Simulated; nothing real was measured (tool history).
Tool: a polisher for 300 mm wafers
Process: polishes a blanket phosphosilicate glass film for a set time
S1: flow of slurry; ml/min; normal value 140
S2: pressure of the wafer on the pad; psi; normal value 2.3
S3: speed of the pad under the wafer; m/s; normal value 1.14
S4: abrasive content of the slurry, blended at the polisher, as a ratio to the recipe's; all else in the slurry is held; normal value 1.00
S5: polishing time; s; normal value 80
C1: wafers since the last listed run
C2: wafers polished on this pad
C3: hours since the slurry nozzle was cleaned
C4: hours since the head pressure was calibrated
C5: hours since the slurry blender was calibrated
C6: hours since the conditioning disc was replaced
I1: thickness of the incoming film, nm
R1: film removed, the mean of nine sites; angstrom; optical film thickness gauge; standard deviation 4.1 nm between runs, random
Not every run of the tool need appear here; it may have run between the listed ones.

{"run": 1, "hour": 0.0, "S1": 140, "S2": 2.3, "S3": 1.42, "S4": 1.0, "S5": 80, "C1": 0, "C2": 3310, "C3": 424.0, "C4": 513.5, "C5": 163.3, "C6": 192.8, "I1": 4454.2, "R1": 6685}
{"hour": 37.5, "done": "worn pad replaced by a new one"}
{"hour": 51.5, "done": "slurry blender recalibrated"}
{"run": 2, "hour": 53.9, "S1": 140, "S2": 2.3, "S3": 1.14, "S4": 1.0, "S5": 80, "C1": 752, "C2": 226, "C3": 477.9, "C4": 567.4, "C5": 2.4, "C6": 246.7, "I1": 4415.6, "R1": 5948}
{"hour": 81.3, "done": "slurry nozzle cleaned"}
{"run": 3, "hour": 87.0, "S1": 140, "S2": 2.3, "S3": 1.14, "S4": 1.0, "S5": 80, "C1": 504, "C2": 730, "C3": 5.7, "C4": 600.5, "C5": 35.5, "C6": 279.8, "I1": 4450.2, "R1": 6031}
{"run": 4, "hour": 121.2, "S1": 140, "S2": 2.3, "S3": 1.14, "S4": 1.0, "S5": 80, "C1": 537, "C2": 1267, "C3": 39.9, "C4": 634.7, "C5": 69.7, "C6": 314.0, "I1": 4521.3, "R1": 6005}
{"run": 5, "hour": 163.0, "S1": 140, "S2": 2.3, "S3": 1.14, "S4": 1.0, "S5": 80, "C1": 656, "C2": 1924, "C3": 81.7, "C4": 676.5, "C5": 111.5, "C6": 355.8, "I1": 4467.3, "R1": 6036}
{"hour": 171.9, "done": "conditioning disc replaced and pad reconditioned"}
{"run": 6, "hour": 210.5, "S1": 140, "S2": 2.3, "S3": 1.14, "S4": 1.0, "S5": 80, "C1": 714, "C2": 2638, "C3": 129.2, "C4": 724.0, "C5": 159.0, "C6": 38.6, "I1": 4468.1, "R1": 5975}
{"run": 7, "hour": 257.0, "S1": 140, "S2": 2.3, "S3": 1.14, "S4": 1.0, "S5": 80, "C1": 730, "C2": 3369, "C3": 175.7, "C4": 770.5, "C5": 205.5, "C6": 85.1, "I1": 4468.7, "R1": 6146}
{"hour": 273.1, "done": "worn pad replaced by a new one"}
{"run": 8, "hour": 305.5, "S1": 140, "S2": 2.3, "S3": 1.14, "S4": 1.0, "S5": 80, "C1": 698, "C2": 508, "C3": 224.2, "C4": 819.0, "C5": 254.0, "C6": 133.6, "I1": 4494.3, "R1": 6115}
{"hour": 308.7, "done": "slurry blender recalibrated"}
{"hour": 369.3, "done": "head pressure recalibrated"}
{"run": 9, "hour": 371.5, "S1": 140, "S2": 2.3, "S3": 1.46, "S4": 1.0, "S5": 80, "C1": 973, "C2": 1481, "C3": 290.2, "C4": 2.2, "C5": 62.8, "C6": 199.6, "I1": 4498.7, "R1": 6652}
{"run": 10, "hour": 396.5, "S1": 140, "S2": 2.3, "S3": 1.46, "S4": 1.0, "S5": 80, "C1": 392, "C2": 1874, "C3": 315.2, "C4": 27.2, "C5": 87.8, "C6": 224.6, "I1": 4473.3, "R1": 6668}
{"run": 11, "hour": 429.4, "S1": 140, "S2": 2.3, "S3": 1.46, "S4": 1.0, "S5": 80, "C1": 516, "C2": 2391, "C3": 348.1, "C4": 60.1, "C5": 120.7, "C6": 257.5, "I1": 4459.0, "R1": 6655}
{"hour": 481.8, "done": "worn pad replaced by a new one"}
{"run": 12, "hour": 482.3, "S1": 140, "S2": 2.3, "S3": 1.14, "S4": 1.0, "S5": 80, "C1": 768, "C2": 7, "C3": 401.0, "C4": 113.0, "C5": 173.6, "C6": 310.4, "I1": 4494.3, "R1": 5773}
{"hour": 528.2, "done": "conditioning disc replaced and pad reconditioned"}
{"run": 13, "hour": 546.7, "S1": 115, "S2": 2.0, "S3": 1.14, "S4": 1.1, "S5": 80, "C1": 980, "C2": 987, "C3": 465.4, "C4": 177.4, "C5": 238.0, "C6": 18.5, "I1": 4533.7, "R1": 4949}
{"hour": 578.3, "done": "slurry blender recalibrated"}
{"run": 14, "hour": 604.6, "S1": 140, "S2": 2.3, "S3": 1.14, "S4": 1.0, "S5": 99, "C1": 877, "C2": 1865, "C3": 523.3, "C4": 235.3, "C5": 26.3, "C6": 76.4, "I1": 4500.2, "R1": 7146}
{"run": 15, "hour": 660.4, "S1": 140, "S2": 1.7, "S3": 0.98, "S4": 0.75, "S5": 80, "C1": 876, "C2": 2742, "C3": 579.1, "C4": 291.1, "C5": 82.1, "C6": 132.2, "I1": 4440.9, "R1": 3574}
{"hour": 682.0, "done": "slurry nozzle cleaned"}
{"hour": 710.4, "done": "worn pad replaced by a new one"}
{"run": 16, "hour": 727.9, "S1": 140, "S2": 2.3, "S3": 1.14, "S4": 1.0, "S5": 80, "C1": 981, "C2": 274, "C3": 45.9, "C4": 358.6, "C5": 149.6, "C6": 199.7, "I1": 4460.4, "R1": 5833}
{"run": 17, "hour": 792.7, "S1": 140, "S2": 2.3, "S3": 1.14, "S4": 1.1, "S5": 105, "C1": 1017, "C2": 1292, "C3": 110.7, "C4": 423.4, "C5": 214.4, "C6": 264.5, "I1": 4552.6, "R1": 7830}
{"hour": 797.1, "done": "slurry blender recalibrated"}
{"run": 18, "hour": 857.4, "S1": 140, "S2": 2.3, "S3": 1.14, "S4": 1.0, "S5": 69, "C1": 984, "C2": 2276, "C3": 175.4, "C4": 488.1, "C5": 60.3, "C6": 329.2, "I1": 4445.3, "R1": 5086}
{"run": 19, "hour": 906.4, "S1": 140, "S2": 2.3, "S3": 1.46, "S4": 1.0, "S5": 80, "C1": 769, "C2": 3046, "C3": 224.4, "C4": 537.1, "C5": 109.3, "C6": 378.2, "I1": 4482.4, "R1": 6799}
{"hour": 921.4, "done": "conditioning disc replaced and pad reconditioned"}
{"hour": 960.0, "done": "worn pad replaced by a new one"}
{"run": 20, "hour": 972.0, "S1": 170, "S2": 2.0, "S3": 1.14, "S4": 1.15, "S5": 95, "C1": 936, "C2": 189, "C3": 290.0, "C4": 602.7, "C5": 174.9, "C6": 50.6, "I1": 4535.8, "R1": 6551}
{"run": 21, "hour": 1019.1, "S1": 110, "S2": 2.9, "S3": 0.86, "S4": 1.0, "S5": 97, "C1": 739, "C2": 928, "C3": 337.1, "C4": 649.8, "C5": 222.0, "C6": 97.7, "I1": 4550.9, "R1": 7477}
{"run": 22, "hour": 1047.4, "S1": 140, "S2": 2.3, "S3": 1.14, "S4": 1.0, "S5": 80, "C1": 444, "C2": 1373, "C3": 365.4, "C4": 678.1, "C5": 250.3, "C6": 126.0, "I1": 4418.3, "R1": 5981}
{"hour": 1064.7, "done": "slurry blender recalibrated"}
{"run": 23, "hour": 1081.7, "S1": 190, "S2": 2.3, "S3": 1.52, "S4": 0.7, "S5": 80, "C1": 507, "C2": 1880, "C3": 399.7, "C4": 712.4, "C5": 17.0, "C6": 160.3, "I1": 4470.2, "R1": 6684}
{"run": 24, "hour": 1147.1, "S1": 115, "S2": 2.3, "S3": 0.96, "S4": 1.2, "S5": 80, "C1": 1027, "C2": 2907, "C3": 465.1, "C4": 777.8, "C5": 82.4, "C6": 225.7, "I1": 4488.6, "R1": 5637}
{"run": 25, "hour": 1180.4, "S1": 140, "S2": 2.3, "S3": 1.14, "S4": 1.0, "S5": 80, "C1": 523, "C2": 3430, "C3": 498.4, "C4": 811.1, "C5": 115.7, "C6": 259.0, "I1": 4513.2, "R1": 6158}

A few steps of R1 between consecutive runs. Split each: what settings, incoming material and random variation would produce without the hidden state, and what is left over for the hidden state, along with gauge scatter present in only one of the two compared results (measured, and without hidden state):
The hidden state here: removal rate lost through wear of the pad, %; slurry flow missing at the pad, %; deviation of the head's pressure from its setpoint, %; abrasive missing from the slurry, %; time polished since the conditioner stopped cutting, s.
Run 8 -> 9: S3 1.14 -> 1.46, slurry blender recalibrated, head pressure recalibrated. R1 +537 angstrom: hidden state -398, all else +935.
Run 14 -> 15: S2 2.3 -> 1.7, S3 1.14 -> 0.98, S4 1.00 -> 0.75, S5 99 -> 80. R1 -3572 angstrom: hidden state -33, all else -3539.
Run 17 -> 18: S4 1.10 -> 1.00, S5 105 -> 69, slurry blender recalibrated. R1 -2744 angstrom: hidden state -38, all else -2706.
Run 18 -> 19: S3 1.14 -> 1.46, S5 69 -> 80. R1 +1713 angstrom: hidden state +85, all else +1628.
